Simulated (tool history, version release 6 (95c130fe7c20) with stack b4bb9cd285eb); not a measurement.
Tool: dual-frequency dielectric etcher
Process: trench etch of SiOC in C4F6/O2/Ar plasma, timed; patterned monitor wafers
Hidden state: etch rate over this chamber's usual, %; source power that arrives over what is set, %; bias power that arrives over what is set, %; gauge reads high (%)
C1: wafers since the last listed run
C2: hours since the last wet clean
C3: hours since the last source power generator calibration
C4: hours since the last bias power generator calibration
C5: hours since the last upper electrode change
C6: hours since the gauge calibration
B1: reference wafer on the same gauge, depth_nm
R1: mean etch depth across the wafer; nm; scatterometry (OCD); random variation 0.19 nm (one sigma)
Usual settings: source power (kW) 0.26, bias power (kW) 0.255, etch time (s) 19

Run 1, hour 0: usual settings but source power (kW) 0.3, bias power (kW) 0.277; C1 0; C2 124.7; C3 3167.5; C4 3699.5; C5 3451.8; C6 614.5; B1 36.21. Result: R1 37.01 nm.
Run 2, hour 17.3: usual settings but source power (kW) 0.3, bias power (kW) 0.277; C1 285; C2 142; C3 3184.8; C4 3716.8; C5 3469.1; C6 631.8; B1 36.2. Result: R1 37.44 nm.
At hour 67.2: upper electrode replaced.
Run 3, hour 67.7: usual settings but etch time (s) 22.5; C1 435; C2 192.4; C3 3235.2; C4 3767.2; C5 0.5; C6 682.2; B1 36.23. Result: R1 40.78 nm.
Run 4, hour 82.5: usual settings but etch time (s) 22.5; C1 244; C2 207.2; C3 3250; C4 3782; C5 15.3; C6 697; B1 36.18. Result: R1 40.77 nm.
Run 5, hour 103.7: usual settings but etch time (s) 22.5; C1 349; C2 228.4; C3 3271.2; C4 3803.2; C5 36.5; C6 718.2; B1 36.2. Result: R1 40.75 nm.
Run 6, hour 194.8: usual settings; C1 1503; C2 319.5; C3 3362.3; C4 3894.3; C5 127.6; C6 809.3; B1 36.19. Result: R1 35.03 nm.
Run 7, hour 223.2: usual settings; C1 468; C2 347.9; C3 3390.7; C4 3922.7; C5 156; C6 837.7; B1 36.17. Result: R1 34.97 nm.
At hour 229: gauge calibrated.
Run 8, hour 247.9: usual settings but bias power (kW) 0.232, etch time (s) 22; C1 407; C2 372.6; C3 3415.4; C4 3947.4; C5 180.7; C6 18.9; B1 36.21. Result: R1 39.43 nm.
Run 9, hour 274.2: usual settings; C1 434; C2 398.9; C3 3441.7; C4 3973.7; C5 207; C6 45.2; B1 36.2. Result: R1 35.04 nm.
Run 10, hour 287.1: usual settings; C1 212; C2 411.8; C3 3454.6; C4 3986.6; C5 219.9; C6 58.1; B1 36.25. Result: R1 35.12 nm.
Run 11, hour 306.5: usual settings; C1 320; C2 431.2; C3 3474; C4 4006; C5 239.3; C6 77.5; B1 36.19. Result: R1 35.01 nm.
Run 12, hour 334.9: usual settings but bias power (kW) 0.227; C1 468; C2 459.6; C3 3502.4; C4 4034.4; C5 267.7; C6 105.9; B1 36.18. Result: R1 33.33 nm.
At hour 352.1: source power generator calibrated.
Run 13, hour 360.2: usual settings; C1 351; C2 484.9; C3 8.1; C4 4059.7; C5 293; C6 131.2; B1 36.19. Result: R1 35.23 nm.
Run 14, hour 389.1: usual settings but bias power (kW) 0.282; C1 477; C2 513.8; C3 37; C4 4088.6; C5 321.9; C6 160.1; B1 36.23. Result: R1 36.71 nm.
At hour 429.1: wet clean of the chamber.
Run 15, hour 429.6: usual settings but source power (kW) 0.24, bias power (kW) 0.209, etch time (s) 16; C1 272; C2 0.5; C3 77.5; C4 4129.1; C5 362.4; C6 200.6; B1 36.18. Result: R1 25.44 nm.
Run 16, hour 437.3: usual settings but source power (kW) 0.3; C1 127; C2 8.2; C3 85.2; C4 4136.8; C5 370.1; C6 208.3; B1 36.19. Result: R1 35.22 nm.
Run 17, hour 455.9: usual settings but source power (kW) 0.22, bias power (kW) 0.271, etch time (s) 17; C1 307; C2 26.8; C3 103.8; C4 4155.4; C5 388.7; C6 226.9; B1 36.16. Result: R1 29.5 nm.
Run 18, hour 486.6: usual settings; C1 506; C2 57.5; C3 134.5; C4 4186.1; C5 419.4; C6 257.6; B1 36.23. Result: R1 33.68 nm.
Run 19, hour 502.8: usual settings but bias power (kW) 0.287, etch time (s) 20.5; C1 267; C2 73.7; C3 150.7; C4 4202.3; C5 435.6; C6 273.8; B1 36.22. Result: R1 38.82 nm.
At hour 517.5: bias power generator calibrated.
Run 20, hour 536: usual settings but source power (kW) 0.3, etch time (s) 16; C1 482; C2 106.9; C3 183.9; C4 18.5; C5 468.8; C6 307; B1 36.22. Result: R1 29.87 nm.
Run 21, hour 553.6: usual settings; C1 290; C2 124.5; C3 201.5; C4 36.1; C5 486.4; C6 324.6; B1 36.22. Result: R1 33.85 nm.
Run 22, hour 588.2: usual settings but bias power (kW) 0.215, etch time (s) 21; C1 571; C2 159.1; C3 236.1; C4 70.7; C5 521; C6 359.2; B1 36.14. Result: R1 35.06 nm.
Run 23, hour 616: usual settings but source power (kW) 0.23, etch time (s) 20.5; C1 458; C2 186.9; C3 263.9; C4 98.5; C5 548.8; C6 387; B1 36.2. Result: R1 35.55 nm.
Run 24, hour 639.1: usual settings but etch time (s) 24.5; C1 381; C2 210; C3 287; C4 121.6; C5 571.9; C6 410.1; B1 36.19. Result: R1 43.67 nm.
Run 25, hour 657.6: usual settings but source power (kW) 0.29, bias power (kW) 0.2, etch time (s) 17; C1 305; C2 228.5; C3 305.5; C4 140.1; C5 590.4; C6 428.6; B1 36.25. Result: R1 28.45 nm.
Run 26, hour 687.6: usual settings but source power (kW) 0.23; C1 495; C2 258.5; C3 335.5; C4 170.1; C5 620.4; C6 458.6; B1 36.17. Result: R1 32.89 nm.
Run 27, hour 700: usual settings; C1 204; C2 270.9; C3 347.9; C4 182.5; C5 632.8; C6 471; B1 36.15. Result: R1 34.37 nm.
Run 28, hour 722.1: usual settings but bias power (kW) 0.197; C1 364; C2 293; C3 370; C4 204.6; C5 654.9; C6 493.1; B1 36.15. Result: R1 31.08 nm.
Run 29, hour 735.1: usual settings but source power (kW) 0.29, bias power (kW) 0.307, etch time (s) 24.5; C1 214; C2 306; C3 383; C4 217.6; C5 667.9; C6 506.1; B1 36.17. Result: R1 49.93 nm.
Run 30, hour 756: usual settings; C1 345; C2 326.9; C3 403.9; C4 238.5; C5 688.8; C6 527; B1 36.22. Result: R1 34.63 nm.

Forecast each of these 4 alternatives for the next run:
Run A, hour 756.4: usual settings; C1 6; C2 327.3; C3 404.3; C4 238.9; C5 689.2; C6 527.4; B1 ?. Result: R1 ?.
Run B, hour 756.4: usual settings but bias power (kW) 0.313, etch time (s) 21; C1 6; C2 327.3; C3 404.3; C4 238.9; C5 689.2; C6 527.4; B1 ?. Result: R1 ?.
Run C, hour 756.4: usual settings but etch time (s) 14.5; C1 6; C2 327.3; C3 404.3; C4 238.9; C5 689.2; C6 527.4; B1 ?. Result: R1 ?.
Run D, hour 756.4: usual settings but source power (kW) 0.21, bias power (kW) 0.209, etch time (s) 14; C1 6; C2 327.3; C3 404.3; C4 238.9; C5 689.2; C6 527.4; B1 ?. Result: R1 ?.

run     B1     R1
  A  36.18  34.97
  B  36.18  42.32
  C  36.18  26.69
  D  36.18   22.2
Without the tool's hidden state the same runs would have given:
run     R1
  A  34.15
  B  41.33
  C  26.06
  D  21.68

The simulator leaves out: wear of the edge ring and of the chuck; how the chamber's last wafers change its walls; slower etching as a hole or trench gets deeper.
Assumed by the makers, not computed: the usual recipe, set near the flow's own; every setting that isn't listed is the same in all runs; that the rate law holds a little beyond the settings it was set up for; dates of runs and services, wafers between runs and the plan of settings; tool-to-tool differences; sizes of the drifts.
